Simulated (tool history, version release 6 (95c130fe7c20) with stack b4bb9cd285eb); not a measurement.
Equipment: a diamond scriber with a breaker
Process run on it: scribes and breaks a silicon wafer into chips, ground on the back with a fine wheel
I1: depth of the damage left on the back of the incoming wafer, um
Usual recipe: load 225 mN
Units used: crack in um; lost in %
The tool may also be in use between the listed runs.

{"run": 1, "hour": 0.0, "load": 225, "I1": 2.29, "crack": 13.54, "lost": 2.45}
{"run": 2, "hour": 64.2, "load": 225, "I1": 2.79, "crack": 13.33, "lost": 2.71}
{"run": 3, "hour": 86.5, "load": 225, "I1": 2.54, "crack": 13.75, "lost": 2.52}
{"run": 4, "hour": 121.2, "load": 225, "I1": 2.84, "crack": 13.58, "lost": 2.67}
{"run": 5, "hour": 153.5, "load": 225, "I1": 1.97, "crack": 13.67, "lost": 2.08}
{"run": 6, "hour": 182.4, "load": 225, "I1": 2.55, "crack": 13.45, "lost": 2.46}
{"hour": 188.0, "done": "diamond tip replaced by a new one"}
{"run": 7, "hour": 213.6, "load": 225, "I1": 2.94, "crack": 15.18, "lost": 2.9}
{"run": 8, "hour": 244.6, "load": 255, "I1": 2.62, "crack": 16.53, "lost": 5.68}
{"run": 9, "hour": 280.0, "load": 268, "I1": 1.62, "crack": 17.02, "lost": 6.96}
{"hour": 285.9, "done": "load on the tip recalibrated"}
{"run": 10, "hour": 296.5, "load": 268, "I1": 2.58, "crack": 15.16, "lost": 2.25}
{"run": 11, "hour": 332.5, "load": 161, "I1": 2.27, "crack": 10.08, "lost": 17.65}
{"run": 12, "hour": 366.3, "load": 177, "I1": 2.82, "crack": 10.97, "lost": 13.4}
{"run": 13, "hour": 386.7, "load": 195, "I1": 2.79, "crack": 11.86, "lost": 9.12}
{"run": 14, "hour": 413.9, "load": 225, "I1": 1.6, "crack": 13.06, "lost": 2.77}
{"run": 15, "hour": 448.9, "load": 225, "I1": 1.82, "crack": 13.0, "lost": 3.37}
{"run": 16, "hour": 482.0, "load": 283, "I1": 2.61, "crack": 15.17, "lost": 2.45}
{"run": 17, "hour": 502.3, "load": 162, "I1": 2.49, "crack": 9.85, "lost": 21.79}
{"run": 18, "hour": 518.4, "load": 170, "I1": 1.92, "crack": 10.16, "lost": 17.06}
{"run": 19, "hour": 533.7, "load": 263, "I1": 1.75, "crack": 14.48, "lost": 1.46}
{"run": 20, "hour": 559.9, "load": 225, "I1": 1.64, "crack": 12.9, "lost": 3.88}

Forecast each of these 3 alternatives for the next run:
{"run": "A", "hour": 560.6, "load": 198, "I1": 1.64, "crack": "?", "lost": "?"}
{"run": "B", "hour": 560.6, "load": 191, "I1": 1.64, "crack": "?", "lost": "?"}
{"run": "C", "hour": 560.6, "load": 244, "I1": 1.64, "crack": "?", "lost": "?"}

run=A crack=11.55 lost=8.80
run=B crack=11.22 lost=10.70
run=C crack=13.57 lost=2.00
Stripped of hidden state, with their random variation kept, the same runs would have yielded:
run=A crack=13.03 lost=3.01
run=B crack=12.66 lost=4.01
run=C crack=15.31 lost=2.01
